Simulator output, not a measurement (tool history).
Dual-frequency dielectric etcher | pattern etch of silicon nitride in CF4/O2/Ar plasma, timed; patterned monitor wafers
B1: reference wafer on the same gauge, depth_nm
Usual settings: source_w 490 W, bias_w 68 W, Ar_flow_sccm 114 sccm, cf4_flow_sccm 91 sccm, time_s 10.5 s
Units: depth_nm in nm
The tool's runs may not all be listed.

{"run": 1, "hour": 0.0, "source_w": 490, "bias_w": 76, "Ar_flow_sccm": 99, "cf4_flow_sccm": 91, "time_s": 10.5, "B1": 22.99, "depth_nm": 21.65}
{"run": 2, "hour": 9.8, "source_w": 490, "bias_w": 68, "Ar_flow_sccm": 114, "cf4_flow_sccm": 113, "time_s": 10.5, "B1": 22.96, "depth_nm": 21.02}
{"run": 3, "hour": 18.4, "source_w": 490, "bias_w": 68, "Ar_flow_sccm": 114, "cf4_flow_sccm": 91, "time_s": 10.5, "B1": 22.99, "depth_nm": 20.49}
{"hour": 35.9, "done": "Ar flow controller replaced"}
{"run": 4, "hour": 36.4, "source_w": 440, "bias_w": 68, "Ar_flow_sccm": 92, "cf4_flow_sccm": 106, "time_s": 10.5, "B1": 23, "depth_nm": 18.96}
{"run": 5, "hour": 46.6, "source_w": 490, "bias_w": 68, "Ar_flow_sccm": 114, "cf4_flow_sccm": 110, "time_s": 10.5, "B1": 23.06, "depth_nm": 20.87}
{"run": 6, "hour": 62.5, "source_w": 490, "bias_w": 63, "Ar_flow_sccm": 114, "cf4_flow_sccm": 91, "time_s": 11.5, "B1": 23.05, "depth_nm": 21.81}
{"run": 7, "hour": 74.4, "source_w": 490, "bias_w": 68, "Ar_flow_sccm": 114, "cf4_flow_sccm": 91, "time_s": 10.5, "B1": 22.99, "depth_nm": 20.34}
{"hour": 108.7, "done": "wet clean of the chamber"}
{"run": 8, "hour": 127.9, "source_w": 600, "bias_w": 58, "Ar_flow_sccm": 114, "cf4_flow_sccm": 91, "time_s": 10.5, "B1": 22.96, "depth_nm": 24.69}
{"run": 9, "hour": 138.5, "source_w": 380, "bias_w": 68, "Ar_flow_sccm": 114, "cf4_flow_sccm": 91, "time_s": 10.5, "B1": 23.02, "depth_nm": 16.32}
{"hour": 144.7, "done": "CF4 flow controller replaced"}
{"run": 10, "hour": 147.9, "source_w": 490, "bias_w": 61, "Ar_flow_sccm": 114, "cf4_flow_sccm": 80, "time_s": 9.5, "B1": 23.01, "depth_nm": 18.36}
{"run": 11, "hour": 155.8, "source_w": 520, "bias_w": 83, "Ar_flow_sccm": 114, "cf4_flow_sccm": 105, "time_s": 9, "B1": 23.02, "depth_nm": 21.02}

Forecast run 12:
{"hour": 163.6, "done": "source power generator calibrated"}
{"run": 12, "hour": 165.0, "source_w": 490, "bias_w": 68, "Ar_flow_sccm": 114, "cf4_flow_sccm": 91, "time_s": 10.5, "B1": "?", "depth_nm": "?"}

Run 12 gave B1 22.98, depth_nm 21.36 nm.
Without the tool's hidden state the same run would have given depth_nm 21.61 nm.
